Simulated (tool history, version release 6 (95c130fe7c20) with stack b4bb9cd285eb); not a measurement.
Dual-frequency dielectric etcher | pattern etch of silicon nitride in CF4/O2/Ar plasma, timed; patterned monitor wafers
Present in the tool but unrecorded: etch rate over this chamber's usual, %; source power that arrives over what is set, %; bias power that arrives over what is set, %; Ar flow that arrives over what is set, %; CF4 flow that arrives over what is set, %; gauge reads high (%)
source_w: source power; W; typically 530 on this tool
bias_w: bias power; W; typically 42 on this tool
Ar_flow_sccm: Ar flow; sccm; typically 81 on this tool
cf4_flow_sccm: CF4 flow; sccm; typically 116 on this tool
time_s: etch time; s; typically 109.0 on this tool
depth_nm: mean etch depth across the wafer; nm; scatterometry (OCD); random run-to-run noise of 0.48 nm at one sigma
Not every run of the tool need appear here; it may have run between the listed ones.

run	hour	source_w	bias_w	Ar_flow_sccm	cf4_flow_sccm	time_s	wafers since the last listed run	hours since the last wet clean	hours since the last source power generator calibration	hours since the last bias power generator calibration	hours since the last Ar flow controller change	hours since the last CF4 flow controller change	hours since the last upper electrode change	hours since the gauge calibration	read-back reference wafer on the same gauge, depth_nm	depth_nm
1	0.0	580	45	92	135	109.0	0	432.1	3563.0	57.1	1895.4	2755.7	5384.5	112.7	229.1	257.8
2	23.3	530	42	81	87	128.5	154	455.4	3586.3	80.4	1918.7	2779.0	5407.8	136.0	229.1	271.0
3	50.6	530	42	81	89	109.0	180	482.7	3613.6	107.7	1946.0	2806.3	5435.1	163.3	229.0	230.5
# hour 91.9: upper electrode replaced
# hour 112.7: wet clean of the chamber
4	113.2	530	42	81	116	109.0	118	0.5	3676.2	170.3	2008.6	2868.9	21.3	225.9	229.1	233.7
5	113.5	530	42	62	116	109.0	1	0.8	3676.5	170.6	2008.9	2869.2	21.6	226.2	229.0	237.1
6	123.6	530	42	81	116	126.0	66	10.9	3686.6	180.7	2019.0	2879.3	31.7	236.3	228.9	269.6
7	156.9	530	42	81	116	109.0	220	44.2	3719.9	214.0	2052.3	2912.6	65.0	269.6	229.1	234.5
8	179.8	480	46	81	116	141.0	151	67.1	3742.8	236.9	2075.2	2935.5	87.9	292.5	229.0	287.3
9	214.9	530	42	81	116	109.0	232	102.2	3777.9	272.0	2110.3	2970.6	123.0	327.6	229.2	235.1
10	230.0	530	42	65	128	109.0	100	117.3	3793.0	287.1	2125.4	2985.7	138.1	342.7	229.0	239.3
# hour 241.7: source power generator calibrated
11	262.8	530	42	81	116	87.0	190	150.1	21.1	319.9	2158.2	3018.5	170.9	375.5	229.1	187.1
# hour 291.6: Ar flow controller replaced
# hour 296.5: CF4 flow controller replaced
12	346.6	530	42	81	116	109.0	483	233.9	104.9	403.7	55.0	50.1	254.7	459.3	229.0	235.6
13	365.5	490	35	66	116	129.5	125	252.8	123.8	422.6	73.9	69.0	273.6	478.2	229.1	254.2
14	397.9	590	36	66	116	100.0	214	285.2	156.2	455.0	106.3	101.4	306.0	510.6	229.0	228.1
15	418.8	530	42	81	116	109.0	138	306.1	177.1	475.9	127.2	122.3	326.9	531.5	228.9	235.9
16	441.3	530	42	65	131	109.0	149	328.6	199.6	498.4	149.7	144.8	349.4	554.0	228.9	242.4
17	472.5	530	42	65	128	109.0	206	359.8	230.8	529.6	180.9	176.0	380.6	585.2	229.0	241.2
18	499.7	530	42	81	140	131.0	180	387.0	258.0	556.8	208.1	203.2	407.8	612.4	229.1	286.9
# hour 613.2: wet clean of the chamber
19	613.7	570	42	74	98	109.0	596	0.5	372.0	670.8	322.1	317.2	521.8	726.4	229.1	244.9
20	637.0	530	42	81	116	109.0	154	23.8	395.3	694.1	345.4	340.5	545.1	749.7	229.0	234.4

The tool's hidden state at each run:
source power that arrives over what is set, %: 0 in every run
Ar flow that arrives over what is set, %: 0 in every run
CF4 flow that arrives over what is set, %: 0 in every run
gauge reads high (%): 0 in every run
H1: etch rate over this chamber's usual, %
H2: bias power that arrives over what is set, %
run	H1	H2
1	0.844	0.24
2	0.891	0.245
3	0.945	0.254
4	0.182	0.281
5	0.183	0.281
6	0.203	0.287
7	0.269	0.308
8	0.315	0.324
9	0.385	0.352
10	0.415	0.366
11	0.481	0.397
12	0.648	0.493
13	0.686	0.518
14	0.751	0.563
15	0.793	0.594
16	0.838	0.628
17	0.9	0.679
18	0.954	0.726
19	0.0574	0.948
20	0.104	0.998
